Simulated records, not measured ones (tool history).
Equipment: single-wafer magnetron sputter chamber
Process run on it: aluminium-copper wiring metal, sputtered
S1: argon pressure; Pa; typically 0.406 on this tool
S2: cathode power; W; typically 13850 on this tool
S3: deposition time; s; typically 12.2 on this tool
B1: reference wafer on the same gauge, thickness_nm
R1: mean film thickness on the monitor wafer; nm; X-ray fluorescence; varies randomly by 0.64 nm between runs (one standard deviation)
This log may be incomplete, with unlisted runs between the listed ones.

run	hour	S1	S2	S3	B1	R1
1	0	0.341	13850	12.2	259.754	305.397
2	40.6	0.341	13850	12.2	259.863	305.546
3	123.8	0.406	13850	12.2	259.454	293.978
4	180.4	0.406	13850	12.2	259.513	293.329
# hour 220.7: sputter target and shields replaced
5	244.4	0.523	13850	12.2	259.011	275.599
6	298.9	0.406	13850	12.2	259.138	293.85
7	365.1	0.406	13850	12.2	259.255	294.177
8	451.6	0.406	13850	12.2	259.104	293.305
# hour 484: sputter target and shields replaced
# hour 495.7: capacitance manometer re-zeroed and calibrated
9	540.4	0.316	13850	12.2	258.946	309.826
# hour 572: gauge calibrated
10	614.1	0.406	13850	12.2	263.735	299.354
11	683.2	0.406	13850	12.2	263.179	297.999
# hour 712.7: magnet pack replaced
# hour 761.1: sputter target and shields replaced
12	762.5	0.406	13850	12.2	262.349	298.298
13	822.3	0.472	16500	12.2	261.697	341.339
14	877.9	0.406	13850	12.2	261.323	295.533
15	965.5	0.406	13850	12.2	260.623	295.514
# hour 1058.2: sputter target and shields replaced
16	1064.1	0.255	16100	13.9	260.232	424.862
17	1160.1	0.282	13850	13.2	259.871	342.498
18	1199.8	0.282	13850	13.2	259.784	342.104
19	1263.9	0.361	13850	12.2	259.528	301.78
20	1303.4	0.536	12800	12.2	259.158	252.374
# hour 1354.5: sputter target and shields replaced
21	1390.3	0.518	13850	12.2	259.171	276.233
22	1438.7	0.472	11950	12.2	258.915	243.309

Each row is a separate what-if for the run after 22, all from the same tool condition, not one after another. Results?
A	1439.1	0.406	13850	9.8	?	?
B	1439.1	0.56	11500	10	?	?
C	1439.1	0.406	16600	12.2	?	?
D	1439.1	0.406	15200	14.5	?	?

run	B1	R1
A	259.178	236.537
B	259.178	183.785
C	259.178	352.932
D	259.178	384.092
Without the tool's hidden state the same runs would have given:
run	R1
A	241.028
B	187.275
C	359.633
D	391.385
